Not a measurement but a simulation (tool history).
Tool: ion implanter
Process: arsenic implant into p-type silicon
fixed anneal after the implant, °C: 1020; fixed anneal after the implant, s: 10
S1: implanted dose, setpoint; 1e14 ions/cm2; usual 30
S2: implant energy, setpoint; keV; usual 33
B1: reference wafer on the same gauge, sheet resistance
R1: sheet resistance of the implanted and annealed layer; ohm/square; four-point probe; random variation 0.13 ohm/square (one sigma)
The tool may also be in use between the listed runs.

Run 1, hour 0: usual settings; B1 80.89. Result: R1 88.54 ohm/square.
Run 2, hour 63.1: usual settings but S2 36 keV; B1 80.89. Result: R1 84.9 ohm/square.
Run 3, hour 102.5: usual settings but S2 29.5 keV; B1 80.89. Result: R1 93.63 ohm/square.
Run 4, hour 169.5: usual settings but S2 29.5 keV; B1 80.93. Result: R1 93.57 ohm/square.
Run 5, hour 207: usual settings; B1 80.89. Result: R1 88.14 ohm/square.
Run 6, hour 246.2: usual settings; B1 80.89. Result: R1 88.47 ohm/square.
Run 7, hour 271.1: usual settings; B1 80.89. Result: R1 88.46 ohm/square.
Run 8, hour 326.9: usual settings; B1 80.92. Result: R1 88.21 ohm/square.
At hour 374.3: extraction supply calibrated.
Run 9, hour 374.8: usual settings; B1 80.91. Result: R1 90.01 ohm/square.
Run 10, hour 412.8: usual settings; B1 80.91. Result: R1 90.41 ohm/square.
Run 11, hour 458.6: usual settings; B1 80.91. Result: R1 90.43 ohm/square.
At hour 466.5: gauge calibrated.
Run 12, hour 515.6: usual settings; B1 80.9. Result: R1 90.15 ohm/square.
At hour 581.4: Faraday cup replaced and dose calibrated.
Run 13, hour 581.9: usual settings but S1 26.98 1e14 ions/cm2, S2 25 keV; B1 80.91. Result: R1 104.35 ohm/square.
Run 14, hour 617.6: usual settings but S2 29.5 keV; B1 80.9. Result: R1 95.3 ohm/square.
Run 15, hour 688.2: usual settings but S1 37.08 1e14 ions/cm2, S2 26 keV; B1 80.93. Result: R1 98.24 ohm/square.
Run 16, hour 759.9: usual settings but S1 34.52 1e14 ions/cm2, S2 36 keV; B1 80.9. Result: R1 84.55 ohm/square.
Run 17, hour 785.9: usual settings; B1 80.91. Result: R1 90.1 ohm/square.
Run 18, hour 844.5: usual settings but S2 42 keV; B1 80.93. Result: R1 79.89 ohm/square.
Run 19, hour 902.7: usual settings; B1 80.91. Result: R1 90.21 ohm/square.
Run 20, hour 966.2: usual settings but S1 36.65 1e14 ions/cm2, S2 29.5 keV; B1 80.89. Result: R1 92.84 ohm/square.
Run 21, hour 1006.5: usual settings but S1 38.59 1e14 ions/cm2, S2 43 keV; B1 80.92. Result: R1 75.85 ohm/square.
Run 22, hour 1075.1: usual settings; B1 80.92. Result: R1 90.22 ohm/square.
Run 23, hour 1105.6: usual settings but S1 21.96 1e14 ions/cm2, S2 42 keV; B1 80.9. Result: R1 85.99 ohm/square.
Run 24, hour 1139.1: usual settings but S1 26.87 1e14 ions/cm2; B1 80.9. Result: R1 91.85 ohm/square.

Forecast each of these 4 alternatives for the next run:
Run A, hour 1139.5: usual settings but S1 25.83 1e14 ions/cm2; B1 ?. Result: R1 ?.
Run B, hour 1139.5: usual settings but S1 23.47 1e14 ions/cm2, S2 29.5 keV; B1 ?. Result: R1 ?.
Run C, hour 1139.5: usual settings but S1 32.47 1e14 ions/cm2, S2 36.5 keV; B1 ?. Result: R1 ?.
Run D, hour 1139.5: usual settings but S1 33.58 1e14 ions/cm2, S2 26 keV; B1 ?. Result: R1 ?.

run    B1     R1
  A  80.9  92.31
  B  80.9  98.82
  C  80.9  84.72
  D  80.9  99.63
Without the tool's hidden state the same runs would have given:
run     R1
  A  92.11
  B  98.61
  C  84.51
  D  99.41
